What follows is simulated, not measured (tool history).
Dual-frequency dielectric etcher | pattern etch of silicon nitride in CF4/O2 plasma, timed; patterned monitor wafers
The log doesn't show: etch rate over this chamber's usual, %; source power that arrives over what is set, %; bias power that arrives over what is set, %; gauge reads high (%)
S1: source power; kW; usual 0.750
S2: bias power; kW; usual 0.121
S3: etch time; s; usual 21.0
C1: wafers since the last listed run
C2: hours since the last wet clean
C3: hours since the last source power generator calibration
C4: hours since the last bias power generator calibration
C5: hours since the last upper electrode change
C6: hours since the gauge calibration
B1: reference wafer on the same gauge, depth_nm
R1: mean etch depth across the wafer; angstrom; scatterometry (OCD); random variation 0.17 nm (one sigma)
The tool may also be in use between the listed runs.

| run | day | S1 | S2 | S3 | C1 | C2 | C3 | C4 | C5 | C6 | B1 | R1 |
|---|---|---|---|---|---|---|---|---|---|---|---|---|
| 1 | 0.000 | 0.750 | 0.121 | 21.0 | 0 | 400.6 | 3362.4 | 3875.3 | 4488.1 | 296.8 | 50.4 | 572 |
| 2 | 2.446 | 0.750 | 0.121 | 21.0 | 527 | 459.3 | 3421.1 | 3934.0 | 4546.8 | 355.5 | 50.4 | 571 |
|  | 3.875 | wet clean of the chamber |
| 3 | 6.288 | 0.750 | 0.121 | 21.0 | 613 | 57.9 | 3513.3 | 4026.2 | 4639.0 | 447.7 | 50.4 | 564 |
| 4 | 9.146 | 0.750 | 0.138 | 21.0 | 616 | 126.5 | 3581.9 | 4094.8 | 4707.6 | 516.3 | 50.4 | 604 |
| 5 | 12.642 | 0.750 | 0.138 | 21.0 | 754 | 210.4 | 3665.8 | 4178.7 | 4791.5 | 600.2 | 50.3 | 604 |
| 6 | 14.921 | 0.700 | 0.121 | 21.0 | 491 | 265.1 | 3720.5 | 4233.4 | 4846.2 | 654.9 | 50.4 | 525 |
| 7 | 17.375 | 0.700 | 0.121 | 21.0 | 529 | 324.0 | 3779.4 | 4292.3 | 4905.1 | 713.8 | 50.4 | 524 |
| 8 | 19.017 | 0.700 | 0.121 | 21.0 | 354 | 363.4 | 3818.8 | 4331.7 | 4944.5 | 753.2 | 50.4 | 527 |
|  | 22.442 | gauge calibrated |
| 9 | 23.325 | 0.750 | 0.121 | 21.0 | 929 | 466.8 | 3922.2 | 4435.1 | 5047.9 | 21.2 | 50.4 | 567 |
|  | 25.442 | upper electrode replaced |
|  | 26.938 | wet clean of the chamber |
|  | 27.462 | source power generator calibrated |
| 10 | 27.483 | 0.750 | 0.132 | 21.0 | 429 | 13.1 | 0.5 | 4534.9 | 49.0 | 121.0 | 50.4 | 614 |
| 11 | 31.292 | 0.750 | 0.146 | 21.0 | 821 | 104.5 | 91.9 | 4626.3 | 140.4 | 212.4 | 50.4 | 650 |
| 12 | 34.796 | 0.830 | 0.097 | 25.5 | 755 | 188.6 | 176.0 | 4710.4 | 224.5 | 296.5 | 50.4 | 699 |
|  | 36.204 | bias power generator calibrated |
| 13 | 38.117 | 0.830 | 0.121 | 15.5 | 680 | 268.3 | 255.7 | 45.9 | 304.2 | 376.2 | 50.4 | 482 |
| 14 | 42.571 | 0.750 | 0.121 | 21.0 | 960 | 375.2 | 362.6 | 152.8 | 411.1 | 483.1 | 50.4 | 590 |
| 15 | 45.979 | 0.650 | 0.132 | 18.5 | 735 | 457.0 | 444.4 | 234.6 | 492.9 | 564.9 | 50.4 | 474 |
| 16 | 48.533 | 0.830 | 0.121 | 15.5 | 551 | 518.3 | 505.7 | 295.9 | 554.2 | 626.2 | 50.4 | 487 |
|  | 50.562 | gauge calibrated |
|  | 53.150 | wet clean of the chamber |
| 17 | 53.171 | 0.750 | 0.130 | 15.5 | 784 | 0.5 | 617.0 | 407.2 | 665.5 | 62.6 | 50.4 | 447 |

The tool's hidden state at each run:
bias power that arrives over what is set, %: 0 in every run
gauge reads high (%): 0 in every run
H1: etch rate over this chamber's usual, %
H2: source power that arrives over what is set, %
| run | H1 | H2 |
|---|---|---|
| 1 | 1.59 | -3.12 |
| 2 | 1.79 | -3.22 |
| 3 | 0.493 | -3.38 |
| 4 | 0.725 | -3.51 |
| 5 | 1.01 | -3.67 |
| 6 | 1.19 | -3.77 |
| 7 | 1.39 | -3.88 |
| 8 | 1.53 | -3.96 |
| 9 | 1.88 | -4.17 |
| 10 | 0.308 | 0.543 |
| 11 | 0.618 | 0.541 |
| 12 | 0.903 | 0.535 |
| 13 | 1.17 | 0.526 |
| 14 | 1.54 | 0.509 |
| 15 | 1.81 | 0.492 |
| 16 | 2.02 | 0.477 |
| 17 | 0.0248 | 0.445 |
